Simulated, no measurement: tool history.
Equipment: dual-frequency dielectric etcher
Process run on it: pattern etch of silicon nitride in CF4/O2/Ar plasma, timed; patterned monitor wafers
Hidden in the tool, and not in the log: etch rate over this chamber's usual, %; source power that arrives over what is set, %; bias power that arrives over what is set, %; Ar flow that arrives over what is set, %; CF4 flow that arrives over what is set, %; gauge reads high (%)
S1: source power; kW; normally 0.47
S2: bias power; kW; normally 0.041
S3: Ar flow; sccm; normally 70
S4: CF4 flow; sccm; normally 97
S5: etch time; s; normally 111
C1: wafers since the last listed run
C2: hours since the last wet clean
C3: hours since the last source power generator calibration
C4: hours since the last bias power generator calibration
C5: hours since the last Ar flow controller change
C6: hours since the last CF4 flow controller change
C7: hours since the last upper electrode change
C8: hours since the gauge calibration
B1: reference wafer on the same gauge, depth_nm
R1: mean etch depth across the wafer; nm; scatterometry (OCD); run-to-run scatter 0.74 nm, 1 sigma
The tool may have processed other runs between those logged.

run 1 day=0 | S1=0.47 S2=0.041 S3=70 S4=97 S5=111 | C1=0 C2=114 C3=3517.4 C4=2094.1 C5=2705.6 C6=5183 C7=3797.5 C8=375.7 | B1=189 | R1=188.2
run 2 day=0.533 | S1=0.47 S2=0.041 S3=70 S4=97 S5=111 | C1=102 C2=126.8 C3=3530.2 C4=2106.9 C5=2718.4 C6=5195.8 C7=3810.3 C8=388.5 | B1=189 | R1=188.6
run 3 day=1.567 | S1=0.47 S2=0.041 S3=70 S4=97 S5=111 | C1=197 C2=151.6 C3=3555 C4=2131.7 C5=2743.2 C6=5220.6 C7=3835.1 C8=413.3 | B1=189.1 | R1=188.9
run 4 day=2.204 | S1=0.47 S2=0.041 S3=70 S4=97 S5=111 | C1=121 C2=166.9 C3=3570.3 C4=2147 C5=2758.5 C6=5235.9 C7=3850.4 C8=428.6 | B1=189 | R1=189
-- day=4.208 upper electrode replaced
run 5 day=4.229 | S1=0.47 S2=0.041 S3=74 S4=97 S5=111 | C1=196 C2=215.5 C3=3618.9 C4=2195.6 C5=2807.1 C6=5284.5 C7=0.5 C8=477.2 | B1=188.9 | R1=188.4
run 6 day=4.946 | S1=0.47 S2=0.041 S3=74 S4=97 S5=111 | C1=137 C2=232.7 C3=3636.1 C4=2212.8 C5=2824.3 C6=5301.7 C7=17.7 C8=494.4 | B1=189 | R1=188.8
run 7 day=5.633 | S1=0.47 S2=0.041 S3=70 S4=85 S5=111 | C1=131 C2=249.2 C3=3652.6 C4=2229.3 C5=2840.8 C6=5318.2 C7=34.2 C8=510.9 | B1=189 | R1=186.6
run 8 day=6.496 | S1=0.47 S2=0.041 S3=70 S4=85 S5=111 | C1=164 C2=269.9 C3=3673.3 C4=2250 C5=2861.5 C6=5338.9 C7=54.9 C8=531.6 | B1=189.1 | R1=186
run 9 day=7.208 | S1=0.51 S2=0.032 S3=70 S4=106 S5=111 | C1=136 C2=287 C3=3690.4 C4=2267.1 C5=2878.6 C6=5356 C7=72 C8=548.7 | B1=189.2 | R1=184
-- day=7.533 CF4 flow controller replaced
-- day=8.292 bias power generator calibrated
run 10 day=8.592 | S1=0.58 S2=0.05 S3=70 S4=112 S5=124 | C1=184 C2=320.2 C3=3723.6 C4=7.2 C5=2911.8 C6=25.4 C7=105.2 C8=581.9 | B1=189 | R1=277
-- day=9.792 Ar flow controller replaced
-- day=9.829 wet clean of the chamber
run 11 day=9.85 | S1=0.47 S2=0.041 S3=70 S4=97 S5=111 | C1=185 C2=0.5 C3=3753.8 C4=37.4 C5=1.4 C6=55.6 C7=135.4 C8=612.1 | B1=188.8 | R1=189.1
run 12 day=10.125 | S1=0.47 S2=0.041 S3=70 S4=97 S5=111 | C1=52 C2=7.1 C3=3760.4 C4=44 C5=8 C6=62.2 C7=142 C8=618.7 | B1=189.2 | R1=188
-- day=10.746 gauge calibrated
run 13 day=10.942 | S1=0.47 S2=0.041 S3=65 S4=97 S5=111 | C1=156 C2=26.7 C3=3780 C4=63.6 C5=27.6 C6=81.8 C7=161.6 C8=4.7 | B1=189.1 | R1=189.3
run 14 day=11.738 | S1=0.47 S2=0.041 S3=70 S4=97 S5=137 | C1=152 C2=45.8 C3=3799.1 C4=82.7 C5=46.7 C6=100.9 C7=180.7 C8=23.8 | B1=188.9 | R1=232.6
run 15 day=12.558 | S1=0.47 S2=0.041 S3=70 S4=121 S5=126.5 | C1=157 C2=65.5 C3=3818.8 C4=102.4 C5=66.4 C6=120.6 C7=200.4 C8=43.5 | B1=189.2 | R1=220.4
-- day=13.288 source power generator calibrated
run 16 day=13.758 | S1=0.47 S2=0.041 S3=70 S4=97 S5=93 | C1=197 C2=94.3 C3=11.3 C4=131.2 C5=95.2 C6=149.4 C7=229.2 C8=72.3 | B1=189.1 | R1=158.4
run 17 day=14.925 | S1=0.37 S2=0.035 S3=70 S4=77 S5=111 | C1=223 C2=122.3 C3=39.3 C4=159.2 C5=123.2 C6=177.4 C7=257.2 C8=100.3 | B1=189.1 | R1=140.8
run 18 day=15.512 | S1=0.43 S2=0.047 S3=53 S4=85 S5=111 | C1=112 C2=136.4 C3=53.4 C4=173.3 C5=137.3 C6=191.5 C7=271.3 C8=114.4 | B1=188.9 | R1=187.3
run 19 day=16.638 | S1=0.47 S2=0.041 S3=80 S4=109 S5=111 | C1=215 C2=163.4 C3=80.4 C4=200.3 C5=164.3 C6=218.5 C7=298.3 C8=141.4 | B1=188.9 | R1=189
run 20 day=17.379 | S1=0.47 S2=0.041 S3=70 S4=97 S5=111 | C1=141 C2=181.2 C3=98.2 C4=218.1 C5=182.1 C6=236.3 C7=316.1 C8=159.2 | B1=189.1 | R1=187.9
run 21 day=18.275 | S1=0.47 S2=0.041 S3=70 S4=97 S5=111 | C1=171 C2=202.7 C3=119.7 C4=239.6 C5=203.6 C6=257.8 C7=337.6 C8=180.7 | B1=189 | R1=189.3
run 22 day=18.912 | S1=0.47 S2=0.041 S3=70 S4=97 S5=143 | C1=121 C2=218 C3=135 C4=254.9 C5=218.9 C6=273.1 C7=352.9 C8=196 | B1=188.9 | R1=242.9

Across each entry between runs, compare the hidden state at the last listed run before it with the hidden state at the first listed run after it:
From run 4 to run 5: upper electrode replaced (day 4.208)
  no difference in the tool's unlogged condition between these two runs
From run 9 to run 10: CF4 flow controller replaced (day 7.533); bias power generator calibrated (day 8.292)
  no difference in the tool's unlogged condition between these two runs
From run 10 to run 11: Ar flow controller replaced (day 9.792); wet clean of the chamber (day 9.829)
  no difference in the tool's unlogged condition between these two runs
From run 12 to run 13: gauge calibrated (day 10.746)
  no difference in the tool's unlogged condition between these two runs
From run 15 to run 16: source power generator calibrated (day 13.288)
  no difference in the tool's unlogged condition between these two runs
